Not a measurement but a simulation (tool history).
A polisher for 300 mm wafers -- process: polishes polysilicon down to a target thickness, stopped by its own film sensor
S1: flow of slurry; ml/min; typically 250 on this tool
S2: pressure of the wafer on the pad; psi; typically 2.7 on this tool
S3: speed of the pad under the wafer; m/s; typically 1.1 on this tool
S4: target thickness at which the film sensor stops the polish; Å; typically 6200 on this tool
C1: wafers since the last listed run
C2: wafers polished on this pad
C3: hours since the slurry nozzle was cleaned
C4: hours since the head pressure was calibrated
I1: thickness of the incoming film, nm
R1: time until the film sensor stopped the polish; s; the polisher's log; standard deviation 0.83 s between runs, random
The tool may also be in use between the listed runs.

{"run": 1, "hour": 0.0, "S1": 195, "S2": 2.7, "S3": 1.1, "S4": 6200, "C1": 0, "C2": 1503, "C3": 496.2, "C4": 110.8, "I1": 1159.4, "R1": 59.3}
{"hour": 24.6, "done": "worn pad replaced by a new one"}
{"run": 2, "hour": 48.2, "S1": 250, "S2": 2.7, "S3": 1.36, "S4": 5410, "C1": 375, "C2": 200, "C3": 544.4, "C4": 159, "I1": 1168.4, "R1": 53.9}
{"run": 3, "hour": 129.2, "S1": 250, "S2": 2.7, "S3": 1.36, "S4": 5410, "C1": 688, "C2": 888, "C3": 625.4, "C4": 240, "I1": 1182.3, "R1": 54.7}
{"hour": 133.7, "done": "slurry nozzle cleaned"}
{"run": 4, "hour": 228.5, "S1": 250, "S2": 2.7, "S3": 1.36, "S4": 5410, "C1": 835, "C2": 1724, "C3": 94.8, "C4": 339.3, "I1": 1170.5, "R1": 51.5}
{"hour": 239.9, "done": "worn pad replaced by a new one"}
{"run": 5, "hour": 292.9, "S1": 250, "S2": 3.2, "S3": 1.1, "S4": 6200, "C1": 513, "C2": 450, "C3": 159.2, "C4": 403.7, "I1": 1153.4, "R1": 47.4}
{"run": 6, "hour": 400.2, "S1": 250, "S2": 3.2, "S3": 1.1, "S4": 6200, "C1": 912, "C2": 1362, "C3": 266.5, "C4": 511, "I1": 1184.8, "R1": 52.8}
{"run": 7, "hour": 469.6, "S1": 250, "S2": 2.7, "S3": 1.1, "S4": 4980, "C1": 590, "C2": 1952, "C3": 335.9, "C4": 580.4, "I1": 1158.6, "R1": 68.4}
{"hour": 475.8, "done": "worn pad replaced by a new one"}
{"run": 8, "hour": 522.2, "S1": 220, "S2": 2.7, "S3": 1.2, "S4": 6720, "C1": 413, "C2": 394, "C3": 388.5, "C4": 633, "I1": 1181.3, "R1": 48}
{"run": 9, "hour": 571.3, "S1": 250, "S2": 2.7, "S3": 1.1, "S4": 6200, "C1": 417, "C2": 811, "C3": 437.6, "C4": 682.1, "I1": 1167.7, "R1": 57.7}
{"run": 10, "hour": 608.2, "S1": 180, "S2": 2.7, "S3": 1.1, "S4": 6200, "C1": 313, "C2": 1125, "C3": 474.5, "C4": 719, "I1": 1179, "R1": 62}
{"hour": 644.1, "done": "slurry nozzle cleaned"}
{"hour": 664.5, "done": "worn pad replaced by a new one"}
{"run": 11, "hour": 680.9, "S1": 250, "S2": 2.7, "S3": 1.36, "S4": 5410, "C1": 575, "C2": 139, "C3": 36.8, "C4": 791.7, "I1": 1178.1, "R1": 51}
{"run": 12, "hour": 750.6, "S1": 250, "S2": 2.7, "S3": 0.92, "S4": 7100, "C1": 592, "C2": 731, "C3": 106.5, "C4": 861.4, "I1": 1185.5, "R1": 55.2}
{"hour": 841.7, "done": "head pressure recalibrated"}
{"run": 13, "hour": 850.6, "S1": 305, "S2": 3.4, "S3": 1.26, "S4": 4930, "C1": 833, "C2": 1565, "C3": 206.5, "C4": 8.9, "I1": 1146.9, "R1": 49.2}
{"hour": 884.0, "done": "worn pad replaced by a new one"}
{"run": 14, "hour": 894.3, "S1": 170, "S2": 2.7, "S3": 1.1, "S4": 5660, "C1": 337, "C2": 87, "C3": 250.2, "C4": 52.6, "I1": 1188.3, "R1": 68.9}
{"hour": 1070.6, "done": "worn pad replaced by a new one"}
{"run": 15, "hour": 1077.8, "S1": 250, "S2": 1.9, "S3": 0.8, "S4": 6200, "C1": 1526, "C2": 60, "C3": 433.7, "C4": 236.1, "I1": 1167.2, "R1": 90.9}

Forecast each of these 3 alternatives for the next run:
{"run": "A", "hour": 1078.2, "S1": 250, "S2": 2.4, "S3": 1.1, "S4": 6200, "C1": 3, "C2": 64, "C3": 434.1, "C4": 236.5, "I1": 1149.2, "R1": "?"}
{"run": "B", "hour": 1078.2, "S1": 250, "S2": 3, "S3": 0.9, "S4": 6200, "C1": 3, "C2": 64, "C3": 434.1, "C4": 236.5, "I1": 1149.2, "R1": "?"}
{"run": "C", "hour": 1078.2, "S1": 210, "S2": 2.2, "S3": 1.1, "S4": 5260, "C1": 3, "C2": 64, "C3": 434.1, "C4": 236.5, "I1": 1149.2, "R1": "?"}

run=A R1=58.8
run=B R1=60.3
run=C R1=75.9
Without the tool's unlogged condition, the same runs would have read:
run=A R1=54.5
run=B R1=55.9
run=C R1=69.3

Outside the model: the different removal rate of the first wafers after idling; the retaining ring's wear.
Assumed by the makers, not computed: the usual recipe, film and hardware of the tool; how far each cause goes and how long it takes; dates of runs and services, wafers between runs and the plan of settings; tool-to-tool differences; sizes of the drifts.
